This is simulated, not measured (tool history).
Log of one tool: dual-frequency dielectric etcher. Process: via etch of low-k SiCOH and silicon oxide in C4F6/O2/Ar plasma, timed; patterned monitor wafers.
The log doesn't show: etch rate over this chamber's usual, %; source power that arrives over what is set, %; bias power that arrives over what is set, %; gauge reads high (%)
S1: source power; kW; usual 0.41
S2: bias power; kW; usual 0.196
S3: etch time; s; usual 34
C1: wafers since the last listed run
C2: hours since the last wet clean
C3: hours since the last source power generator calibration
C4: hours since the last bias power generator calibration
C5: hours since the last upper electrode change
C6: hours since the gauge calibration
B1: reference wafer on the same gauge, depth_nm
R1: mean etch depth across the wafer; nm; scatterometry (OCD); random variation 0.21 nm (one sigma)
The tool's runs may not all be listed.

{"run": 1, "hour": 0.0, "S1": 0.44, "S2": 0.196, "S3": 34, "C1": 0, "C2": 451.5, "C3": 4393.7, "C4": 2031.1, "C5": 2762.9, "C6": 423.2, "B1": 87.3, "R1": 88.5}
{"run": 2, "hour": 13.0, "S1": 0.44, "S2": 0.196, "S3": 34, "C1": 183, "C2": 464.5, "C3": 4406.7, "C4": 2044.1, "C5": 2775.9, "C6": 436.2, "B1": 87.4, "R1": 88.8}
{"run": 3, "hour": 22.0, "S1": 0.44, "S2": 0.196, "S3": 34, "C1": 127, "C2": 473.5, "C3": 4415.7, "C4": 2053.1, "C5": 2784.9, "C6": 445.2, "B1": 87.4, "R1": 88.4}
{"hour": 42.6, "done": "source power generator calibrated"}
{"run": 4, "hour": 43.3, "S1": 0.41, "S2": 0.196, "S3": 34, "C1": 244, "C2": 494.8, "C3": 0.7, "C4": 2074.4, "C5": 2806.2, "C6": 466.5, "B1": 87.3, "R1": 87.4}
{"run": 5, "hour": 59.3, "S1": 0.41, "S2": 0.172, "S3": 34, "C1": 226, "C2": 510.8, "C3": 16.7, "C4": 2090.4, "C5": 2822.2, "C6": 482.5, "B1": 87.4, "R1": 81.7}
{"hour": 71.5, "done": "bias power generator calibrated"}
{"run": 6, "hour": 72.3, "S1": 0.41, "S2": 0.172, "S3": 34, "C1": 127, "C2": 523.8, "C3": 29.7, "C4": 0.8, "C5": 2835.2, "C6": 495.5, "B1": 87.4, "R1": 81.6}
{"run": 7, "hour": 89.0, "S1": 0.32, "S2": 0.196, "S3": 34, "C1": 236, "C2": 540.5, "C3": 46.4, "C4": 17.5, "C5": 2851.9, "C6": 512.2, "B1": 87.4, "R1": 83.4}
{"run": 8, "hour": 95.0, "S1": 0.49, "S2": 0.159, "S3": 26.5, "C1": 84, "C2": 546.5, "C3": 52.4, "C4": 23.5, "C5": 2857.9, "C6": 518.2, "B1": 87.3, "R1": 63.7}
{"run": 9, "hour": 110.9, "S1": 0.46, "S2": 0.196, "S3": 34, "C1": 224, "C2": 562.4, "C3": 68.3, "C4": 39.4, "C5": 2873.8, "C6": 534.1, "B1": 87.4, "R1": 89}
{"run": 10, "hour": 120.2, "S1": 0.41, "S2": 0.242, "S3": 29.5, "C1": 131, "C2": 571.7, "C3": 77.6, "C4": 48.7, "C5": 2883.1, "C6": 543.4, "B1": 87.4, "R1": 84}
{"run": 11, "hour": 127.9, "S1": 0.41, "S2": 0.196, "S3": 34, "C1": 108, "C2": 579.4, "C3": 85.3, "C4": 56.4, "C5": 2890.8, "C6": 551.1, "B1": 87.4, "R1": 87.1}
{"hour": 137.7, "done": "gauge calibrated"}
{"run": 12, "hour": 142.8, "S1": 0.49, "S2": 0.196, "S3": 24, "C1": 210, "C2": 594.3, "C3": 100.2, "C4": 71.3, "C5": 2905.7, "C6": 5.1, "B1": 87.4, "R1": 63.7}
{"hour": 167.9, "done": "wet clean of the chamber"}
{"run": 13, "hour": 168.4, "S1": 0.41, "S2": 0.196, "S3": 34, "C1": 22, "C2": 0.5, "C3": 125.8, "C4": 96.9, "C5": 2931.3, "C6": 30.7, "B1": 87.4, "R1": 88.5}
{"run": 14, "hour": 168.8, "S1": 0.41, "S2": 0.167, "S3": 34, "C1": 5, "C2": 0.9, "C3": 126.2, "C4": 97.3, "C5": 2931.7, "C6": 31.1, "B1": 87.5, "R1": 81.4}
{"run": 15, "hour": 178.2, "S1": 0.48, "S2": 0.213, "S3": 41.5, "C1": 132, "C2": 10.3, "C3": 135.6, "C4": 106.7, "C5": 2941.1, "C6": 40.5, "B1": 87.4, "R1": 116.4}
{"run": 16, "hour": 192.3, "S1": 0.41, "S2": 0.196, "S3": 24.5, "C1": 199, "C2": 24.4, "C3": 149.7, "C4": 120.8, "C5": 2955.2, "C6": 54.6, "B1": 87.5, "R1": 63.3}
{"run": 17, "hour": 209.0, "S1": 0.41, "S2": 0.176, "S3": 34, "C1": 236, "C2": 41.1, "C3": 166.4, "C4": 137.5, "C5": 2971.9, "C6": 71.3, "B1": 87.4, "R1": 83.3}
{"hour": 245.8, "done": "upper electrode replaced"}
{"run": 18, "hour": 246.3, "S1": 0.41, "S2": 0.196, "S3": 34, "C1": 188, "C2": 78.4, "C3": 203.7, "C4": 174.8, "C5": 0.5, "C6": 108.6, "B1": 87.5, "R1": 87.7}
{"run": 19, "hour": 254.6, "S1": 0.41, "S2": 0.183, "S3": 34, "C1": 117, "C2": 86.7, "C3": 212, "C4": 183.1, "C5": 8.8, "C6": 116.9, "B1": 87.4, "R1": 85}
{"run": 20, "hour": 264.2, "S1": 0.41, "S2": 0.196, "S3": 34, "C1": 135, "C2": 96.3, "C3": 221.6, "C4": 192.7, "C5": 18.4, "C6": 126.5, "B1": 87.4, "R1": 88}
{"run": 21, "hour": 280.9, "S1": 0.51, "S2": 0.228, "S3": 29.5, "C1": 236, "C2": 113, "C3": 238.3, "C4": 209.4, "C5": 35.1, "C6": 143.2, "B1": 87.4, "R1": 85.5}
{"run": 22, "hour": 290.9, "S1": 0.46, "S2": 0.196, "S3": 40.5, "C1": 141, "C2": 123, "C3": 248.3, "C4": 219.4, "C5": 45.1, "C6": 153.2, "B1": 87.4, "R1": 107.8}
{"run": 23, "hour": 305.8, "S1": 0.37, "S2": 0.196, "S3": 27.5, "C1": 210, "C2": 137.9, "C3": 263.2, "C4": 234.3, "C5": 60, "C6": 168.1, "B1": 87.4, "R1": 69.7}
{"run": 24, "hour": 317.3, "S1": 0.36, "S2": 0.222, "S3": 34, "C1": 162, "C2": 149.4, "C3": 274.7, "C4": 245.8, "C5": 71.5, "C6": 179.6, "B1": 87.4, "R1": 90.6}
{"run": 25, "hour": 330.7, "S1": 0.33, "S2": 0.196, "S3": 29.5, "C1": 189, "C2": 162.8, "C3": 288.1, "C4": 259.2, "C5": 84.9, "C6": 193, "B1": 87.4, "R1": 72.9}
{"run": 26, "hour": 341.5, "S1": 0.41, "S2": 0.226, "S3": 26, "C1": 152, "C2": 173.6, "C3": 298.9, "C4": 270, "C5": 95.7, "C6": 203.8, "B1": 87.4, "R1": 72.1}
{"run": 27, "hour": 356.3, "S1": 0.5, "S2": 0.174, "S3": 25, "C1": 209, "C2": 188.4, "C3": 313.7, "C4": 284.8, "C5": 110.5, "C6": 218.6, "B1": 87.4, "R1": 63.4}
{"run": 28, "hour": 364.7, "S1": 0.41, "S2": 0.22, "S3": 34, "C1": 118, "C2": 196.8, "C3": 322.1, "C4": 293.2, "C5": 118.9, "C6": 227, "B1": 87.4, "R1": 92.7}
{"run": 29, "hour": 381.2, "S1": 0.41, "S2": 0.196, "S3": 26, "C1": 233, "C2": 213.3, "C3": 338.6, "C4": 309.7, "C5": 135.4, "C6": 243.5, "B1": 87.4, "R1": 67.2}

Some steps in R1 between neighbouring runs. How much of each would the tool show without its hidden state too (settings, what came in, random variation), and how much is left for the hidden state, with any gauge scatter that isn't in both results?
Run 11 -> 12: S1 0.41 -> 0.49, S3 34 -> 24, gauge calibrated. R1 -23.4 nm: hidden state +0.4, all else -23.8.
Run 12 -> 13: S1 0.49 -> 0.41, S3 24 -> 34, wet clean of the chamber. R1 +24.8 nm: hidden state +0.9, all else +23.9.
Run 15 -> 16: S1 0.48 -> 0.41, S2 0.213 -> 0.196, S3 41.5 -> 24.5. R1 -53.1 nm: hidden state +0, all else -53.1.
Run 22 -> 23: S1 0.46 -> 0.37, S3 40.5 -> 27.5. R1 -38.1 nm: hidden state +0.1, all else -38.2.
